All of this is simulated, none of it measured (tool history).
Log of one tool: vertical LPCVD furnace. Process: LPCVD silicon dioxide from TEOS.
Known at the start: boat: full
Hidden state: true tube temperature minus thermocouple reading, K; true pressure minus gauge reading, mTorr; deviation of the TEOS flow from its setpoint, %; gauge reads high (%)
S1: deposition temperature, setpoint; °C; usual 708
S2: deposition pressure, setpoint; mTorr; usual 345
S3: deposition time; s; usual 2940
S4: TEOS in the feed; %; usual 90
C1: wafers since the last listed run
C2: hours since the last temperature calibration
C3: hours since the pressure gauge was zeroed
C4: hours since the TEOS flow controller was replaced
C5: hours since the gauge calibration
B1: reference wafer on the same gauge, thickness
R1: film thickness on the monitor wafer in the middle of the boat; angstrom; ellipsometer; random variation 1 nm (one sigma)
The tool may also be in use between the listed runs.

run 1 day=0 | S1=708 S2=345 S3=2940 S4=90 | C1=0 C2=1886.1 C3=5145.2 C4=2343.2 C5=95.2 | B1=419.08 | R1=5459
run 2 day=0.262 | S1=708 S2=345 S3=2940 S4=90 | C1=116 C2=1892.4 C3=5151.5 C4=2349.5 C5=101.5 | B1=419.35 | R1=5460.3
run 3 day=0.538 | S1=708 S2=345 S3=2100 S4=90 | C1=122 C2=1899 C3=5158.1 C4=2356.1 C5=108.1 | B1=419.02 | R1=3907.7
run 4 day=1.262 | S1=717 S2=345 S3=2940 S4=90 | C1=321 C2=1916.4 C3=5175.5 C4=2373.5 C5=125.5 | B1=419.05 | R1=6706.3
run 5 day=1.558 | S1=708 S2=345 S3=2940 S4=90 | C1=131 C2=1923.5 C3=5182.6 C4=2380.6 C5=132.6 | B1=419.02 | R1=5458.4
-- day=3.017 thermocouples replaced and temperature profile calibrated
run 6 day=3.112 | S1=708 S2=345 S3=2940 S4=97 | C1=246 C2=2.3 C3=5219.9 C4=2417.9 C5=169.9 | B1=418.85 | R1=5991.1
-- day=3.688 gauge calibrated
-- day=4.542 thermocouples replaced and temperature profile calibrated, repeated, since the last time left the tool worse
run 7 day=4.562 | S1=706 S2=345 S3=2940 S4=90 | C1=199 C2=0.5 C3=5254.7 C4=2452.7 C5=21 | B1=419.08 | R1=4954.4
run 8 day=4.712 | S1=706 S2=345 S3=2940 S4=90 | C1=7 C2=4.1 C3=5258.3 C4=2456.3 C5=24.6 | B1=419.12 | R1=4953.1
run 9 day=4.862 | S1=716 S2=345 S3=2430 S4=90 | C1=0 C2=7.7 C3=5261.9 C4=2459.9 C5=28.2 | B1=419.07 | R1=5142.5
-- day=5.579 TEOS flow controller replaced
run 10 day=5.6 | S1=708 S2=285 S3=2940 S4=90 | C1=8 C2=25.4 C3=5279.6 C4=0.5 C5=45.9 | B1=419.44 | R1=4736.3
run 11 day=5.75 | S1=701 S2=370 S3=2580 S4=90 | C1=66 C2=29 C3=5283.2 C4=4.1 C5=49.5 | B1=418.8 | R1=3999.2
-- day=7.525 pressure gauge zeroed
run 12 day=7.546 | S1=718 S2=345 S3=2940 S4=82 | C1=353 C2=72.1 C3=0.5 C4=47.2 C5=92.6 | B1=418.95 | R1=6200.4
run 13 day=7.696 | S1=708 S2=345 S3=2940 S4=90 | C1=66 C2=75.7 C3=4.1 C4=50.8 C5=96.2 | B1=419.41 | R1=5205.2
run 14 day=8.175 | S1=708 S2=345 S3=2940 S4=90 | C1=212 C2=87.2 C3=15.6 C4=62.3 C5=107.7 | B1=419.02 | R1=5193.7

The next listed run, before its measurement:
run 15 day=8.462 | S1=703 S2=345 S3=4110 S4=90 | C1=127 C2=94.1 C3=22.5 C4=69.2 C5=114.6 | B1=? | R1=?

{"run 15": {"B1": 419.13, "R1": 6480.4}}
Without the tool's hidden state the same run would have given R1 6416.2 angstrom.
